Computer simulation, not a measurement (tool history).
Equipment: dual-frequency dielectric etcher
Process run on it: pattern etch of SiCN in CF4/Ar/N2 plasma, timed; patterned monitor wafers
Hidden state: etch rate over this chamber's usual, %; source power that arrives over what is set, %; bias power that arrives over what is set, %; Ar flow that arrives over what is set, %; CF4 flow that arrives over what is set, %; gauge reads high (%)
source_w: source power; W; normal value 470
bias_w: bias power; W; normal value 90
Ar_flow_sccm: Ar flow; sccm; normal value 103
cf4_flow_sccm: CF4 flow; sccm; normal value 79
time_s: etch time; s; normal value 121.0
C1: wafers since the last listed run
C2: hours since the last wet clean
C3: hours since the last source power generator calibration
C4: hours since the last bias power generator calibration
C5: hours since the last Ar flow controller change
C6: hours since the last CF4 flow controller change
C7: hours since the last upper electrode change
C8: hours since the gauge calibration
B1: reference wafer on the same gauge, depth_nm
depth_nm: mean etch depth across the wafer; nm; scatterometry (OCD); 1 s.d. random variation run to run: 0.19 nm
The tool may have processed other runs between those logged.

Run 1, day 0.000: usual settings but source_w 510 W; C1 0; C2 324.6; C3 3263.3; C4 4579.9; C5 5297.6; C6 2077.6; C7 3851.6; C8 31.5; B1 139.0. Result: depth_nm 141.4 nm.
Run 2, day 0.325: usual settings but source_w 510 W; C1 75; C2 332.4; C3 3271.1; C4 4587.7; C5 5305.4; C6 2085.4; C7 3859.4; C8 39.3; B1 139.1. Result: depth_nm 141.1 nm.
Run 3, day 0.917: usual settings but source_w 510 W; C1 136; C2 346.6; C3 3285.3; C4 4601.9; C5 5319.6; C6 2099.6; C7 3873.6; C8 53.5; B1 139.1. Result: depth_nm 141.6 nm.
Run 4, day 1.188: usual settings but Ar_flow_sccm 112 sccm; C1 62; C2 353.1; C3 3291.8; C4 4608.4; C5 5326.1; C6 2106.1; C7 3880.1; C8 60.0; B1 139.0. Result: depth_nm 129.1 nm.
Run 5, day 1.929: usual settings but cf4_flow_sccm 66 sccm; C1 171; C2 370.9; C3 3309.6; C4 4626.2; C5 5343.9; C6 2123.9; C7 3897.9; C8 77.8; B1 139.0. Result: depth_nm 124.9 nm.
Run 6, day 2.354: usual settings but bias_w 107 W; C1 98; C2 381.1; C3 3319.8; C4 4636.4; C5 5354.1; C6 2134.1; C7 3908.1; C8 88.0; B1 139.0. Result: depth_nm 141.7 nm.
Run 7, day 2.654: usual settings but bias_w 107 W; C1 69; C2 388.3; C3 3327.0; C4 4643.6; C5 5361.3; C6 2141.3; C7 3915.3; C8 95.2; B1 139.0. Result: depth_nm 141.7 nm.
Run 8, day 3.033: usual settings; C1 87; C2 397.4; C3 3336.1; C4 4652.7; C5 5370.4; C6 2150.4; C7 3924.4; C8 104.3; B1 139.0. Result: depth_nm 130.0 nm.
At day 3.433: source power generator calibrated.
At day 3.633: CF4 flow controller replaced.
At day 3.954: bias power generator calibrated.
At day 4.121: upper electrode replaced.
At day 4.421: gauge calibrated.
At day 4.658: Ar flow controller replaced.
At day 5.058: wet clean of the chamber.
Run 9, day 5.079: usual settings but time_s 92.0 s; C1 160; C2 0.5; C3 39.5; C4 27.0; C5 10.1; C6 34.7; C7 23.0; C8 15.8; B1 139.0. Result: depth_nm 97.0 nm.
Run 10, day 5.092: usual settings but Ar_flow_sccm 77 sccm; C1 2; C2 0.8; C3 39.8; C4 27.3; C5 10.4; C6 35.0; C7 23.3; C8 16.1; B1 139.0. Result: depth_nm 129.8 nm.
Run 11, day 5.108: usual settings but bias_w 107 W; C1 3; C2 1.2; C3 40.2; C4 27.7; C5 10.8; C6 35.4; C7 23.7; C8 16.5; B1 139.0. Result: depth_nm 138.5 nm.
Run 12, day 5.121: usual settings but time_s 110.5 s; C1 2; C2 1.5; C3 40.5; C4 28.0; C5 11.1; C6 35.7; C7 24.0; C8 16.8; B1 139.0. Result: depth_nm 116.4 nm.
Run 13, day 5.479: usual settings but time_s 132.0 s; C1 82; C2 10.1; C3 49.1; C4 36.6; C5 19.7; C6 44.3; C7 32.6; C8 25.4; B1 139.0. Result: depth_nm 139.1 nm.
Run 14, day 6.050: usual settings but Ar_flow_sccm 114 sccm, cf4_flow_sccm 89 sccm; C1 131; C2 23.8; C3 62.8; C4 50.3; C5 33.4; C6 58.0; C7 46.3; C8 39.1; B1 139.0. Result: depth_nm 129.4 nm.
Run 15, day 6.638: usual settings but cf4_flow_sccm 94 sccm; C1 135; C2 37.9; C3 76.9; C4 64.4; C5 47.5; C6 72.1; C7 60.4; C8 53.2; B1 139.0. Result: depth_nm 131.5 nm.

Forecast each of these 5 alternatives for the next run:
Run A, day 6.658: usual settings but time_s 132.5 s; C1 4; C2 38.4; C3 77.4; C4 64.9; C5 48.0; C6 72.6; C7 60.9; C8 53.7; B1 ?. Result: depth_nm ?.
Run B, day 6.658: usual settings but bias_w 104 W; C1 4; C2 38.4; C3 77.4; C4 64.9; C5 48.0; C6 72.6; C7 60.9; C8 53.7; B1 ?. Result: depth_nm ?.
Run C, day 6.658: usual settings but cf4_flow_sccm 62 sccm; C1 4; C2 38.4; C3 77.4; C4 64.9; C5 48.0; C6 72.6; C7 60.9; C8 53.7; B1 ?. Result: depth_nm ?.
Run D, day 6.658: usual settings but bias_w 108 W, time_s 139.5 s; C1 4; C2 38.4; C3 77.4; C4 64.9; C5 48.0; C6 72.6; C7 60.9; C8 53.7; B1 ?. Result: depth_nm ?.
Run E, day 6.658: usual settings but source_w 370 W, Ar_flow_sccm 122 sccm, time_s 134.0 s; C1 4; C2 38.4; C3 77.4; C4 64.9; C5 48.0; C6 72.6; C7 60.9; C8 53.7; B1 ?. Result: depth_nm ?.

run     B1  depth_nm
  A  138.9     139.7
  B  138.9     137.1
  C  138.9     121.0
  D  138.9     161.0
  E  138.9     107.8
With no hidden state in the tool, these same runs would have given:
run  depth_nm
  A     139.0
  B     136.4
  C     120.4
  D     160.2
  E     107.3
